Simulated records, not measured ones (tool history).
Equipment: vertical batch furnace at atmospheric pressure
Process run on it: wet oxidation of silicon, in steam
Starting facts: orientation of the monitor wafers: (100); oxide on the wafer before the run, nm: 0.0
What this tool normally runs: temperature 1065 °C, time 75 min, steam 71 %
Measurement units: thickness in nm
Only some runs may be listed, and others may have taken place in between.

run,day,temperature,time,steam,wafers since the last listed run,hours since the last temperature calibration,hours since the steam generator was serviced,hours since the gauge calibration,"read-back reference wafer on the same gauge, thickness",thickness
1,0,1065,75,71,0,3675.6,1161.3,59.1,645.76,514.15
2,0.508,1065,75,71,161,3687.8,1173.5,71.3,646.47,512.89
3,1.604,1065,75,71,348,3714.1,1199.8,97.6,646.51,511.24
4,3.042,1065,75,71,457,3748.6,1234.3,132.1,645.99,511.76
5,4.062,1065,75,71,325,3773.1,1258.8,156.6,646.19,510.71
6,4.733,1065,75,71,213,3789.2,1274.9,172.7,645.52,511.23
7,5.633,1065,75,71,286,3810.8,1296.5,194.3,645.75,508.45
# day 7.267: thermocouples replaced and temperature profile calibrated
8,7.288,1053,75,71,208,0.5,1336.2,234,644.91,478.51
9,8.192,1065,75,71,287,22.2,1357.9,255.7,646.36,510.39
10,8.979,1056,56,61,250,41.1,1376.8,274.6,645.89,368.09
11,9.704,1065,75,71,230,58.5,1394.2,292,644.88,508.27
# day 11.571: steam generator serviced
12,11.592,1065,63,71,282,103.8,0.5,337.3,646.45,484.96
13,11.846,1056,56,61,80,109.9,6.6,343.4,645.96,390.22
14,12.362,1072,75,71,164,122.3,19,355.8,645.62,554.6
# day 12.379: gauge calibrated
15,13.262,1045,41.5,74,286,143.9,40.6,21.2,645.82,339.73
16,14.538,1065,75,61,405,174.5,71.2,51.8,645.86,486.84
17,15.067,1052,97,62,168,187.2,83.9,64.5,645.54,539.95
18,15.875,1051,97,77,257,206.6,103.3,83.9,646.02,612.77

Each row is a separate what-if for the run after 18, all from the same tool condition, not one after another. Results?
A,16.129,1065,42,71,80,212.7,109.4,90,?,?
B,16.129,1082,55,71,80,212.7,109.4,90,?,?
C,16.129,1052,75,78,80,212.7,109.4,90,?,?

run,"read-back reference wafer on the same gauge, thickness",thickness
A,645.44,377.42
B,645.44,484.27
C,645.44,531.46
Stripped of hidden state, with their random variation kept, the same runs would have yielded:
run,thickness
A,380.49
B,488
C,535.67
